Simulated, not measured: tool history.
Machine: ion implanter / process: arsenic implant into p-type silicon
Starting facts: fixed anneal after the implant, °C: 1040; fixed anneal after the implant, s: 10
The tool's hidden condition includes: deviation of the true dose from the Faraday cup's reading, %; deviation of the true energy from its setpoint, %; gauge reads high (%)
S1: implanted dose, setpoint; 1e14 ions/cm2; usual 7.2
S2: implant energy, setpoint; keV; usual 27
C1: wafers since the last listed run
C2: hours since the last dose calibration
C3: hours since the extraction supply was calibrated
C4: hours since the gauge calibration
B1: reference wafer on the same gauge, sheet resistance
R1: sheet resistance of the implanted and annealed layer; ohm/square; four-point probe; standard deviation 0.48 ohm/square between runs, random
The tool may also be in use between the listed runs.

run     day    S1    S2    C1      C2      C3      C4      B1      R1
  1       0   7.2    33     0  2172.2  2326.4   864.8  133.97  139.51
  2   1.996   7.2    33   950  2220.1  2374.3   912.7  134.02  139.38
  3   3.992   7.2    27   950    2268  2422.2   960.6     134  144.31
  4   6.012   7.2    22   962  2316.5  2470.7  1009.1  134.12  148.94
  5   8.704   7.2    27  1281  2381.1  2535.3  1073.7  134.05  144.45
  6      10   7.2    27   616  2412.2  2566.4  1104.8  133.95  144.39
  7  11.271   7.2    27   604  2442.7  2596.9  1135.3  134.03  144.77
  8  12.633   7.2  21.5   648  2475.4  2629.6    1168  134.06  150.79
     14.496  -- extraction supply calibrated
  9  14.525   7.2  21.5   741  2520.8     0.7  1213.4  133.98  150.55
 10  17.425  8.06    27  1380  2590.4    70.3    1283  134.05  133.94
     18.933  -- gauge calibrated
 11   21.25   6.4  35.5  1820  2682.2   162.1    55.6  134.02  150.57
     21.725  -- Faraday cup replaced and dose calibrated
 12  24.146  8.15  23.5  1219    58.1   231.6   125.1  133.98  136.59
 13  26.525  8.13    31  1132   115.2   288.7   182.2  133.96  129.63
 14  27.879  6.62  30.5   644   147.7   321.2   214.7  134.02   151.1
 15  30.342  9.24    21  1172   206.8   380.3   273.8  133.95  129.03
 16  33.054   7.2    33  1291   271.9   445.4   338.9  134.03   139.6
 17  34.246   8.6  34.5   567   300.5     474   367.5  133.94  122.43
 18  36.238  8.06    27   948   348.3   521.8   415.3  133.96  133.36
 19  37.379  6.62  30.5   543   375.7   549.2   442.7  134.01  149.88
 20   44.65   7.2    27  3461   550.2   723.7   617.2  134.02  145.12

Consider 5 possible next runs. They are alternatives, not a sequence: every one starts from the tool as it was left by run 20. What does each give?
  A  44.667   7.2    27   7  550.6  724.1  617.6   ?   ?
  B  44.667  9.03  31.5   7  550.6  724.1  617.6   ?   ?
  C  44.667  6.42    30   7  550.6  724.1  617.6   ?   ?
  D  44.667  7.85    34   7  550.6  724.1  617.6   ?   ?
  E  44.667   7.2    23   7  550.6  724.1  617.6   ?   ?

run      B1      R1
  A  134.04  145.75
  B  134.04  121.09
  C  134.04  155.52
  D  134.04  131.47
  E  134.04  149.94
What these runs would have given with no unlogged condition in the tool:
run      R1
  A  145.75
  B  121.09
  C  155.52
  D  131.47
  E  149.94
